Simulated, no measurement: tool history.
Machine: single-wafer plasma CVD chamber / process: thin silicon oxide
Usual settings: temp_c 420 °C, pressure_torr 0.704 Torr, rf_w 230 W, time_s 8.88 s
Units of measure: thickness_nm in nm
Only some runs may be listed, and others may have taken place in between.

run,hour,temp_c,pressure_torr,rf_w,time_s,"read-back reference wafer on the same gauge, thickness_nm",thickness_nm
1,0.0,420,0.800,255,8.88,11.102,14.805
2,62.2,420,0.800,255,8.88,11.089,14.819
# hour 146.1: gauge calibrated
3,160.5,420,0.800,255,8.88,11.102,14.776
4,230.1,420,0.704,230,8.88,11.107,12.586
5,320.2,420,0.704,230,8.88,11.105,12.492
6,402.8,431,0.704,240,8.88,11.103,12.494
7,528.2,431,0.704,240,8.88,11.110,12.516
8,632.9,414,0.704,230,8.88,11.100,12.403
# hour 660.6: thermocouple changed; heater temperature recalibrated
# hour 694.3: capacitance manometer re-zeroed and calibrated
9,722.5,432,0.704,230,8.88,11.108,12.128
10,784.5,420,0.704,230,7.69,11.095,10.669
11,861.1,420,0.704,230,7.69,11.091,10.598
12,957.0,420,0.704,230,7.69,11.104,10.523
# hour 1021.2: RF generator calibrated
13,1050.0,420,0.704,230,8.88,11.081,12.695
14,1137.6,407,0.850,230,8.88,11.103,15.264
15,1221.2,415,0.704,250,10.27,11.102,15.368
16,1309.5,433,0.854,265,8.88,11.096,15.911
17,1389.6,414,0.704,245,8.88,11.089,13.159
18,1439.4,420,0.704,230,8.88,11.114,12.524
19,1489.4,420,0.844,230,8.88,11.091,14.784
# hour 1536.9: gauge calibrated
# hour 1542.0: showerhead replaced
20,1563.7,420,0.704,270,7.82,11.109,11.870
21,1608.6,427,0.704,230,8.88,11.093,12.531
22,1663.3,420,0.704,230,8.88,11.089,12.533
# hour 1725.8: capacitance manometer re-zeroed and calibrated
23,1729.0,420,0.704,215,8.88,11.099,12.043
# hour 1768.0: thermocouple changed; heater temperature recalibrated
24,1770.9,433,0.704,275,8.88,11.097,13.387
25,1814.0,420,0.704,230,8.88,11.094,12.384
26,1864.3,429,0.794,185,8.88,11.103,12.520
27,1930.2,420,0.704,230,8.88,11.100,12.384

4 ways to go on from here, each from the tool as it stands after run 27. What would each give?
A,1930.6,420,0.704,230,8.88,?,?
B,1930.6,420,0.602,275,8.12,?,?
C,1930.6,431,0.584,230,7.83,?,?
D,1930.6,426,0.575,230,8.88,?,?

run,"read-back reference wafer on the same gauge, thickness_nm",thickness_nm
A,11.098,12.392
B,11.098,10.477
C,11.098,8.940
D,11.098,10.009
Take away the tool's hidden state, keep each run's random variation, and the runs would have read:
run,thickness_nm
A,12.707
B,10.727
C,9.167
D,10.263
